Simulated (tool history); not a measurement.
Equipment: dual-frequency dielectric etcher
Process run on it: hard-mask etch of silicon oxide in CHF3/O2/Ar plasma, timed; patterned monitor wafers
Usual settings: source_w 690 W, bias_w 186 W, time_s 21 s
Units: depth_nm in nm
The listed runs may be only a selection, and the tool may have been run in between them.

run     day  source_w  bias_w  time_s  read-back reference wafer on the same gauge, depth_nm  depth_nm
  1       0       690     197    17.5                                                  44.37     34.31
  2    0.55       690     186      21                                                  44.38     40.37
      0.821  -- gauge calibrated
  3   0.821       690     186      21                                                  44.38     40.39
  4   2.142       690     186      21                                                   44.4     40.46
  5   2.529       690     186      21                                                  44.41     40.41
  6   3.267       690     186      21                                                  44.39     40.52
  7   3.575       690     186      21                                                  44.39     40.61
      4.129  -- bias power generator calibrated
  8    4.15       690     186      21                                                  44.39     40.49
      5.571  -- wet clean of the chamber
  9   5.592       690     186      23                                                   44.4     43.78
 10   5.608       690     160      21                                                  44.41     38.55
 11    5.85       690     224      21                                                  44.41     42.18
      6.829  -- source power generator calibrated
      6.867  -- upper electrode replaced
 12   6.888       550     186      21                                                  44.41     36.25
 13     6.9       550     159    26.5                                                  44.39     44.09
 14   6.912       560     161    24.5                                                  44.39     41.09
 15   7.362       690     186      21                                                  44.41      40.1
 16   7.842       690     199      21                                                   44.4     40.79
 17   8.567       570     186    25.5                                                  44.39     44.73
 18    9.15       690     186      21                                                   44.4     40.14
 19   9.725       690     146      21                                                  44.38     37.74
 20  10.204       690     186      21                                                  44.41     39.99
 21  10.512       540     214      21                                                  44.42     37.55
 22  11.096       750     226    18.5                                                  44.41     38.73
 23  11.788       820     166      21                                                   44.4     41.99
 24  12.442       690     186      21                                                   44.4      40.2
 25  12.779       690     162      21                                                   44.4     38.79
 26  13.854       690     186      21                                                  44.39     40.31
     13.983  -- gauge calibrated
 27  14.354       780     186    15.5                                                   44.4     31.26
 28  14.675       820     166      21                                                  44.37     42.05
 29  14.983       690     155      21                                                  44.39      38.4
 30  15.321       690     230      17                                                  44.41     34.66
 31  15.862       690     186      21                                                   44.4     40.29

Exercise: give the hidden state of the tool at every run:
source power that arrives over what is set, %: 0 in every run
bias power that arrives over what is set, %: 0 in every run
gauge reads high (%): 0 in every run
H1: etch rate over this chamber's usual, %
run       H1
  1    0.891
  2    0.929
  3    0.948
  4     1.04
  5     1.07
  6     1.12
  7     1.14
  8     1.18
  9  -0.0484
 10  -0.0472
 11  -0.0306
 12   0.0408
 13   0.0417
 14   0.0426
 15   0.0735
 16    0.107
 17    0.156
 18    0.197
 19    0.236
 20    0.269
 21     0.29
 22    0.331
 23    0.378
 24    0.423
 25    0.446
 26     0.52
 27    0.555
 28    0.577
 29    0.598
 30    0.621
 31    0.659
